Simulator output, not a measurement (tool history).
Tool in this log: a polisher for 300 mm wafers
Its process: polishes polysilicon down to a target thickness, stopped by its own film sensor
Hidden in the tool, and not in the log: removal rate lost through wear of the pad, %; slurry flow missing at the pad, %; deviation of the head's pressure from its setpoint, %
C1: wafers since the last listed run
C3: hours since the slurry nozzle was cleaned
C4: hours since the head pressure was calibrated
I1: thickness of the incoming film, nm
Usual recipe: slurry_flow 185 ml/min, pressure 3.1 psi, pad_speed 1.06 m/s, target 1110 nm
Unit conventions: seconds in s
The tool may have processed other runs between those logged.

run 1 day=0 | slurry_flow=185 pressure=3.1 pad_speed=1.06 target=1110 | C1=0 wafers_polished_on_this_pad=704 C3=201.1 C4=535.3 | I1=1689.8 | seconds=65.2
-- day=0.333 worn pad replaced by a new one
run 2 day=0.362 | slurry_flow=185 pressure=3.1 pad_speed=1.06 target=1110 | C1=40 wafers_polished_on_this_pad=5 C3=209.8 C4=544 | I1=1726.9 | seconds=70.3
run 3 day=0.612 | slurry_flow=185 pressure=3.4 pad_speed=1.06 target=1110 | C1=51 wafers_polished_on_this_pad=57 C3=215.8 C4=550 | I1=1728 | seconds=63.2
run 4 day=0.958 | slurry_flow=185 pressure=3.4 pad_speed=1.06 target=1110 | C1=71 wafers_polished_on_this_pad=129 C3=224.1 C4=558.3 | I1=1721.3 | seconds=63.1
run 5 day=1.521 | slurry_flow=155 pressure=3.1 pad_speed=1.06 target=1110 | C1=116 wafers_polished_on_this_pad=245 C3=237.6 C4=571.8 | I1=1713 | seconds=69.2
run 6 day=1.971 | slurry_flow=155 pressure=3.1 pad_speed=1.06 target=1110 | C1=93 wafers_polished_on_this_pad=339 C3=248.4 C4=582.6 | I1=1718.6 | seconds=70.5
run 7 day=2.588 | slurry_flow=155 pressure=3.1 pad_speed=1.06 target=1110 | C1=127 wafers_polished_on_this_pad=466 C3=263.2 C4=597.4 | I1=1705.3 | seconds=69.4
run 8 day=2.971 | slurry_flow=145 pressure=3.1 pad_speed=1.06 target=1110 | C1=79 wafers_polished_on_this_pad=546 C3=272.4 C4=606.6 | I1=1717.2 | seconds=71.9
run 9 day=3.438 | slurry_flow=145 pressure=3.1 pad_speed=1.06 target=1110 | C1=96 wafers_polished_on_this_pad=643 C3=283.6 C4=617.8 | I1=1733.3 | seconds=73.8
run 10 day=3.838 | slurry_flow=145 pressure=3.1 pad_speed=1.06 target=1110 | C1=82 wafers_polished_on_this_pad=725 C3=293.2 C4=627.4 | I1=1716.2 | seconds=70.6
-- day=4.204 worn pad replaced by a new one
run 11 day=4.5 | slurry_flow=185 pressure=3.1 pad_speed=1.06 target=1161 | C1=102 wafers_polished_on_this_pad=61 C3=309.1 C4=643.3 | I1=1691.5 | seconds=60.3
run 12 day=4.788 | slurry_flow=185 pressure=3.1 pad_speed=1.06 target=1161 | C1=59 wafers_polished_on_this_pad=121 C3=316 C4=650.2 | I1=1719.8 | seconds=63.6
-- day=5.317 head pressure recalibrated
run 13 day=5.338 | slurry_flow=185 pressure=3.1 pad_speed=1.06 target=1110 | C1=96 wafers_polished_on_this_pad=217 C3=329.2 C4=0.5 | I1=1738.6 | seconds=72.1
run 14 day=5.838 | slurry_flow=185 pressure=3.1 pad_speed=1.06 target=1110 | C1=103 wafers_polished_on_this_pad=321 C3=341.2 C4=12.5 | I1=1709.2 | seconds=69.1
run 15 day=6.496 | slurry_flow=185 pressure=3.1 pad_speed=1.06 target=1110 | C1=136 wafers_polished_on_this_pad=457 C3=357 C4=28.3 | I1=1699.5 | seconds=68.2
run 16 day=7.033 | slurry_flow=185 pressure=3.1 pad_speed=1.06 target=1110 | C1=111 wafers_polished_on_this_pad=569 C3=369.9 C4=41.2 | I1=1683.4 | seconds=67
run 17 day=7.475 | slurry_flow=185 pressure=3.1 pad_speed=1.06 target=1110 | C1=91 wafers_polished_on_this_pad=660 C3=380.5 C4=51.8 | I1=1743.7 | seconds=73.2
-- day=8.042 slurry nozzle cleaned
-- day=8.238 worn pad replaced by a new one
run 18 day=9.562 | slurry_flow=215 pressure=3.6 pad_speed=0.72 target=1167 | C1=389 wafers_polished_on_this_pad=274 C3=36.5 C4=101.9 | I1=1733.1 | seconds=67.5
run 19 day=10.058 | slurry_flow=185 pressure=3.7 pad_speed=1.06 target=1110 | C1=102 wafers_polished_on_this_pad=377 C3=48.4 C4=113.8 | I1=1707.9 | seconds=55.1
run 20 day=10.317 | slurry_flow=230 pressure=4 pad_speed=1.36 target=1210 | C1=53 wafers_polished_on_this_pad=430 C3=54.6 C4=120 | I1=1715.2 | seconds=36
run 21 day=11.025 | slurry_flow=185 pressure=3.4 pad_speed=1.06 target=1110 | C1=146 wafers_polished_on_this_pad=577 C3=71.6 C4=137 | I1=1724 | seconds=61.7
run 22 day=11.458 | slurry_flow=185 pressure=3.5 pad_speed=0.74 target=1294 | C1=89 wafers_polished_on_this_pad=667 C3=82 C4=147.4 | I1=1756.2 | seconds=56.7
-- day=11.658 worn pad replaced by a new one
run 23 day=11.95 | slurry_flow=185 pressure=3.1 pad_speed=1.06 target=1110 | C1=67 wafers_polished_on_this_pad=60 C3=93.8 C4=159.2 | I1=1723.7 | seconds=68.2
run 24 day=12.383 | slurry_flow=185 pressure=4.2 pad_speed=0.92 target=1033 | C1=89 wafers_polished_on_this_pad=150 C3=104.2 C4=169.6 | I1=1689.2 | seconds=59.6
run 25 day=12.738 | slurry_flow=245 pressure=3.1 pad_speed=0.78 target=1046 | C1=73 wafers_polished_on_this_pad=223 C3=112.7 C4=178.1 | I1=1713.9 | seconds=87
run 26 day=13.221 | slurry_flow=185 pressure=3.1 pad_speed=1.06 target=1110 | C1=100 wafers_polished_on_this_pad=323 C3=124.3 C4=189.7 | I1=1742.9 | seconds=71.7
run 27 day=14.083 | slurry_flow=185 pressure=3.5 pad_speed=1.06 target=1110 | C1=178 wafers_polished_on_this_pad=502 C3=145 C4=210.4 | I1=1725.1 | seconds=61.2
run 28 day=14.404 | slurry_flow=120 pressure=3.7 pad_speed=1.06 target=1110 | C1=66 wafers_polished_on_this_pad=569 C3=152.7 C4=218.1 | I1=1736.9 | seconds=61.4
-- day=14.729 worn pad replaced by a new one
run 29 day=14.958 | slurry_flow=185 pressure=3.1 pad_speed=0.72 target=1110 | C1=80 wafers_polished_on_this_pad=47 C3=166 C4=231.4 | I1=1719 | seconds=85.9
run 30 day=15.504 | slurry_flow=185 pressure=3.1 pad_speed=1.06 target=1047 | C1=113 wafers_polished_on_this_pad=160 C3=179.1 C4=244.5 | I1=1720 | seconds=75.4
run 31 day=16.083 | slurry_flow=155 pressure=2.8 pad_speed=1.42 target=1166 | C1=120 wafers_polished_on_this_pad=280 C3=193 C4=258.4 | I1=1727.9 | seconds=59.3
run 32 day=16.667 | slurry_flow=150 pressure=3.1 pad_speed=0.88 target=1181 | C1=120 wafers_polished_on_this_pad=401 C3=207 C4=272.4 | I1=1737.3 | seconds=71.8
run 33 day=17.279 | slurry_flow=135 pressure=2.8 pad_speed=0.9 target=927 | C1=126 wafers_polished_on_this_pad=528 C3=221.7 C4=287.1 | I1=1700.8 | seconds=110.5
run 34 day=17.654 | slurry_flow=155 pressure=4.1 pad_speed=0.74 target=1110 | C1=77 wafers_polished_on_this_pad=606 C3=230.7 C4=296.1 | I1=1714.4 | seconds=65.4

4 ways to go on from here, each from the tool as it stands after run 34. What would each give?
run A day=17.671 | slurry_flow=185 pressure=2 pad_speed=1.06 target=1110 | C1=3 wafers_polished_on_this_pad=609 C3=231.1 C4=296.5 | I1=1728.1 | seconds=?
run B day=17.671 | slurry_flow=185 pressure=2 pad_speed=1.06 target=980 | C1=3 wafers_polished_on_this_pad=609 C3=231.1 C4=296.5 | I1=1728.1 | seconds=?
run C day=17.671 | slurry_flow=155 pressure=2.3 pad_speed=1.06 target=988 | C1=3 wafers_polished_on_this_pad=609 C3=231.1 C4=296.5 | I1=1728.1 | seconds=?
run D day=17.671 | slurry_flow=165 pressure=2.8 pad_speed=1.28 target=1316 | C1=3 wafers_polished_on_this_pad=609 C3=231.1 C4=296.5 | I1=1728.1 | seconds=?

run=A seconds=108.7
run=B seconds=131.6
run=C seconds=115.9
run=D seconds=46.4
Without the tool's hidden state the same runs would have given:
run=A seconds=107.1
run=B seconds=129.6
run=C seconds=113.9
run=D seconds=45.6

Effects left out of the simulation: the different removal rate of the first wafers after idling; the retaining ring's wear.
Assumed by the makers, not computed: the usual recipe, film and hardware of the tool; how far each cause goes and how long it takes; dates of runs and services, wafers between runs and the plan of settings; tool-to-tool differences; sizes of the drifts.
